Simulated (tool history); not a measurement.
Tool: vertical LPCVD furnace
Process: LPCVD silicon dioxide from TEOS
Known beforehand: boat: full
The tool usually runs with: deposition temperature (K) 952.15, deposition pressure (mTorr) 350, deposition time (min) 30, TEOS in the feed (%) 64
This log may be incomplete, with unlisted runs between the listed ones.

run,day,deposition temperature (K),deposition pressure (mTorr),deposition time (min),TEOS in the feed (%),"read-back reference wafer on the same gauge, thickness",film thickness on the monitor wafer in the middle of the boat (nm)
1,0,947.15,350,30,64,150.04,125.34
2,1.025,952.15,405,30,64,150.02,152.15
3,2.388,952.15,405,30,64,150.02,151.92
4,3.429,952.15,350,30,57,150.03,133.5
5,4.35,952.15,350,30,57,149.95,133.68
6,7.542,952.15,350,30,57,150.03,133.53
# day 7.846: gauge calibrated
7,8.654,952.15,350,30,70,150.06,148.04
# day 10.079: thermocouples replaced and temperature profile calibrated
8,10.1,952.15,350,30,73,150.05,146.77
9,10.308,952.15,435,40,54,150.01,188.03
10,11.112,956.15,350,30,69,149.99,157.3
11,11.771,948.15,300,30,64,149.95,115.27
12,13.25,952.15,350,30,64,149.98,137.45
13,14.546,947.15,435,42,68,150.02,195.19
14,15.838,952.15,350,30,64,150.03,138.02
15,16.846,952.15,300,20,72,150.04,90.28
16,18.075,952.15,350,24.5,64,149.99,112.53
# day 19.604: TEOS flow controller replaced
17,19.625,952.15,410,30,64,149.98,149.49
18,19.892,947.15,300,24,73,150,96.76
19,20.808,952.15,350,41.5,64,150.03,191.18
20,21.346,952.15,350,30,55,150,128.18
21,22.246,952.15,350,30,64,149.98,138.37
22,23.038,952.15,350,30,64,149.98,137.84
23,24.112,952.15,290,23.5,59,150.04,94.83
24,24.779,952.15,435,27,64,149.96,138.74
25,25.658,941.15,350,24.5,64,150,86.11
26,26.496,952.15,350,25,64,149.98,115.16
27,27.358,944.15,390,30,52,149.99,108.41
28,28.117,952.15,350,30,64,150.02,138.81
29,29.267,947.15,275,26.5,60,150.02,93.08
30,30.079,958.15,350,30,64,150.01,160.14
31,30.646,952.15,350,25,53,149.99,105.25

Each row is a separate what-if for the run after 31, all from the same tool condition, not one after another. Results?
A,30.858,952.15,350,30,64,?,?
B,30.858,961.15,350,30,60,?,?
C,30.858,952.15,400,34.5,64,?,?
D,30.858,952.15,350,42,64,?,?

run,"read-back reference wafer on the same gauge, thickness",film thickness on the monitor wafer in the middle of the boat (nm)
A,150.01,138.46
B,150.01,166.46
C,150.01,170.18
D,150.01,193.84
The same runs, with their run-to-run variation unchanged, on a tool lacking any hidden condition would have given:
run,film thickness on the monitor wafer in the middle of the boat (nm)
A,136.61
B,164.27
C,167.95
D,191.25
